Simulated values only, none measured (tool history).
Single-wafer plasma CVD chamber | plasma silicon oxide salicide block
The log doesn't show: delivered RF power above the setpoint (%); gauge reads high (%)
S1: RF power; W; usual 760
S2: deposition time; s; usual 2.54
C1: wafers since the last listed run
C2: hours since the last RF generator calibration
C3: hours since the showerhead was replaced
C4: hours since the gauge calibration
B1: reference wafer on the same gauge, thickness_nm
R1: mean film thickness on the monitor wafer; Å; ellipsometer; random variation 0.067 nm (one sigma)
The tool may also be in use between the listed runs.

run	day	S1	S2	C1	C2	C3	C4	B1	R1
1	0.000	760	2.54	0	809.9	5163.1	123.8	33.868	279.29
2	0.538	760	2.54	323	822.8	5176.0	136.7	33.926	277.39
3	0.867	760	2.54	198	830.7	5183.9	144.6	33.867	278.10
4	1.212	760	2.54	208	839.0	5192.2	152.9	33.897	277.18
5	1.808	760	2.54	358	853.3	5206.5	167.2	33.884	276.84
6	2.104	860	2.54	178	860.4	5213.6	174.3	33.900	296.50
7	2.612	860	2.54	306	872.6	5225.8	186.5	33.922	296.05
8	3.096	860	2.54	291	884.2	5237.4	198.1	33.870	294.49
9	3.517	705	2.72	253	894.3	5247.5	208.2	33.905	286.06
10	3.912	760	2.54	238	903.8	5257.0	217.7	33.906	278.29
# day 4.654: showerhead replaced
11	4.675	760	2.54	258	922.1	0.5	236.0	33.903	276.94
12	4.742	760	2.54	40	923.7	2.1	237.6	33.951	276.33
13	5.412	760	2.54	404	939.8	18.2	253.7	33.946	277.60
14	5.912	630	3.00	301	951.8	30.2	265.7	33.888	295.23
15	6.479	760	3.04	341	965.4	43.8	279.3	33.919	331.57
16	6.792	855	2.75	188	972.9	51.3	286.8	33.906	316.52
17	7.050	700	2.18	155	979.1	57.5	293.0	33.896	226.49
18	7.600	760	2.54	331	992.3	70.7	306.2	33.903	274.83
# day 7.638: gauge calibrated
19	8.104	645	2.29	303	1004.4	82.8	11.2	33.912	228.47
20	8.512	760	2.28	245	1014.2	92.6	21.0	33.899	248.53
# day 8.954: RF generator calibrated
21	8.975	665	3.04	77	0.5	103.7	32.1	33.887	318.76
22	9.408	630	2.54	260	10.9	114.1	42.5	33.889	258.06
23	10.029	870	2.18	373	25.8	129.0	57.4	33.910	262.07
24	11.629	625	2.08	963	64.2	167.4	95.8	33.872	210.66
25	11.917	760	2.54	173	71.1	174.3	102.7	33.932	285.68
26	12.471	760	2.07	333	84.4	187.6	116.0	33.878	231.47

Forecast each of these 4 alternatives for the next run:
A	12.488	800	2.54	10	84.8	188.0	116.4	?	?
B	12.488	625	2.12	10	84.8	188.0	116.4	?	?
C	12.488	760	2.37	10	84.8	188.0	116.4	?	?
D	12.488	760	2.34	10	84.8	188.0	116.4	?	?

run	B1	R1
A	33.931	293.37
B	33.931	214.25
C	33.931	266.79
D	33.931	263.41
Without the tool's hidden state the same runs would have given:
run	R1
A	294.54
B	215.10
C	267.85
D	264.46
